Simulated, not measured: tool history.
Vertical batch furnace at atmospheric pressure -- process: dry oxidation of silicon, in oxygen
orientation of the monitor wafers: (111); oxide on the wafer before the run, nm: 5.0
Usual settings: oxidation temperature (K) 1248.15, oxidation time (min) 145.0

| run | day | oxidation temperature (K) | oxidation time (min) | read-back reference wafer on the same gauge, thickness | oxide thickness on the monitor wafer (angstrom) |
|---|---|---|---|---|---|
| 1 | 0.000 | 1248.15 | 145.0 | 104.96 | 1116.4 |
|  | 0.408 | gauge calibrated |
| 2 | 2.588 | 1248.15 | 145.0 | 105.03 | 1116.1 |
| 3 | 4.217 | 1248.15 | 176.0 | 105.03 | 1258.0 |
| 4 | 10.221 | 1248.15 | 176.0 | 104.97 | 1257.9 |
| 5 | 11.767 | 1248.15 | 176.0 | 105.09 | 1267.0 |
| 6 | 14.050 | 1239.15 | 185.5 | 104.93 | 1221.1 |
| 7 | 16.683 | 1239.15 | 185.5 | 105.08 | 1222.5 |
| 8 | 17.867 | 1248.15 | 180.5 | 105.08 | 1291.1 |
|  | 22.583 | thermocouples replaced and temperature profile calibrated |
| 9 | 26.367 | 1248.15 | 180.5 | 104.92 | 1259.0 |
| 10 | 28.900 | 1248.15 | 145.0 | 105.02 | 1081.0 |
| 11 | 30.883 | 1248.15 | 145.0 | 104.81 | 1081.8 |
| 12 | 33.058 | 1248.15 | 145.0 | 105.03 | 1086.3 |
| 13 | 35.012 | 1229.15 | 145.0 | 105.23 | 952.5 |
|  | 35.679 | gauge calibrated |
|  | 37.650 | boat lift adjusted |
| 14 | 37.671 | 1229.15 | 145.0 | 104.91 | 945.0 |
| 15 | 38.562 | 1272.15 | 163.0 | 105.05 | 1390.1 |
| 16 | 39.829 | 1234.15 | 118.0 | 105.09 | 858.3 |
| 17 | 41.058 | 1248.15 | 145.0 | 105.12 | 1090.1 |
| 18 | 42.700 | 1223.15 | 145.0 | 105.00 | 902.8 |
| 19 | 44.162 | 1224.15 | 187.5 | 105.29 | 1073.3 |
| 20 | 45.608 | 1248.15 | 145.0 | 104.94 | 1089.0 |
| 21 | 46.771 | 1248.15 | 145.0 | 105.14 | 1105.7 |
| 22 | 48.775 | 1248.15 | 183.0 | 104.96 | 1270.7 |
| 23 | 50.475 | 1232.15 | 113.5 | 104.91 | 834.0 |
| 24 | 52.338 | 1267.15 | 145.0 | 104.90 | 1234.5 |
| 25 | 53.992 | 1248.15 | 124.0 | 104.77 | 987.5 |
| 26 | 56.342 | 1225.15 | 145.0 | 104.93 | 936.3 |
| 27 | 58.425 | 1234.15 | 214.5 | 104.87 | 1273.5 |
| 28 | 60.858 | 1248.15 | 82.0 | 105.07 | 762.7 |

Below, some changes in oxide thickness on the monitor wafer (angstrom) between adjacent runs. For each, the amount present without the hidden state too (settings, incoming material, random variation) and the amount remaining for the hidden state with gauge scatter not shared by both compared results:
Hidden state at play: true tube temperature minus thermocouple reading, K; monitor wafer colder than the profiled boat position, K; gauge reads high (%).
Run 8 -> 9: thermocouples replaced and temperature profile calibrated. oxide thickness on the monitor wafer (angstrom) -32.1: hidden state -47.7, all else +15.6.
Run 15 -> 16: oxidation temperature (K) 1272.15 -> 1234.15, oxidation time (min) 163.0 -> 118.0. oxide thickness on the monitor wafer (angstrom) -531.8: hidden state -3.2, all else -528.6.
Run 27 -> 28: oxidation temperature (K) 1234.15 -> 1248.15, oxidation time (min) 214.5 -> 82.0. oxide thickness on the monitor wafer (angstrom) -510.8: hidden state -8.7, all else -502.1.
